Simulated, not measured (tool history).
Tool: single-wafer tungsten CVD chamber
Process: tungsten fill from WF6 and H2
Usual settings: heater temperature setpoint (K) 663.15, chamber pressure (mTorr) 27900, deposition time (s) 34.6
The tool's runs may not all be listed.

run   hour  heater temperature setpoint (K)  chamber pressure (mTorr)  deposition time (s)  read-back reference wafer on the same gauge, thickness_nm  mean film thickness on the monitor wafer (angstrom)
  1    0.0                           670.15                     26200                 34.6                                                     75.733                                               899.75
  2    9.3                           670.15                     26200                 34.6                                                     75.581                                               899.34
  3   22.3                           653.15                     27900                 29.8                                                     75.604                                               590.80
  4   33.2                           653.15                     27900                 29.8                                                     75.697                                               597.71
  5   40.2                           674.15                     27900                 39.3                                                     75.614                                              1114.67
  6   54.7                           674.15                     27900                 39.3                                                     75.687                                              1114.59
  7   69.8                           674.15                     27900                 39.3                                                     75.751                                              1109.74
  8   78.3                           654.15                     27900                 34.6                                                     75.798                                               706.85
  9   96.1                           654.15                     27900                 34.6                                                     75.704                                               702.62
 10  108.2                           654.15                     27900                 34.6                                                     75.765                                               704.23
 11  122.9                           663.15                     27900                 34.6                                                     75.718                                               819.51
     129.8  -- gauge calibrated
     134.0  -- showerhead replaced, of another model than before
 12  134.5                           663.15                     27900                 34.6                                                     75.845                                               820.98
 13  146.6                           663.15                     27900                 34.6                                                     75.772                                               826.53
 14  153.6                           653.15                     27900                 34.6                                                     75.698                                               697.53
 15  160.1                           663.15                     27900                 28.5                                                     75.599                                               673.80
 16  170.3                           650.15                     34500                 31.7                                                     75.725                                               667.72
 17  180.6                           653.15                     27900                 29.8                                                     75.654                                               599.91
 18  187.5                           653.15                     27900                 29.8                                                     75.684                                               593.15
 19  198.1                           663.15                     21500                 32.3                                                     75.677                                               680.32
 20  220.5                           663.15                     34700                 37.5                                                     75.667                                               988.69
     229.9  -- capacitance manometer re-zeroed and calibrated
 21  230.4                           654.15                     21400                 29.6                                                     75.610                                               533.60
     250.7  -- thermocouple changed; heater temperature recalibrated
 22  251.2                           663.15                     27900                 40.8                                                     75.737                                               877.39
 23  258.2                           653.15                     27900                 29.8                                                     75.695                                               543.97
 24  268.2                           659.15                     21100                 29.9                                                     75.745                                               532.39
 25  276.5                           663.15                     27900                 34.6                                                     75.879                                               759.25
 26  289.0                           663.15                     27900                 34.6                                                     75.745                                               757.90
     290.8  -- gauge calibrated
 27  297.4                           663.15                     27900                 30.3                                                     75.773                                               659.24
 28  313.8                           657.15                     31800                 31.4                                                     75.856                                               658.49

Forecast each of these 3 alternatives for the next run:
  A  314.2                           663.15                     27900                 34.6                                                          ?                                                    ?
  B  314.2                           663.15                     23900                 32.6                                                          ?                                                    ?
  C  314.2                           656.15                     24000                 30.0                                                          ?                                                    ?

run  read-back reference wafer on the same gauge, thickness_nm  mean film thickness on the monitor wafer (angstrom)
  A                                                     75.812                                               760.27
  B                                                     75.812                                               667.26
  C                                                     75.812                                               544.76
Without the tool's hidden state the same runs would have given:
run  mean film thickness on the monitor wafer (angstrom)
  A                                               757.10
  B                                               664.48
  C                                               542.39
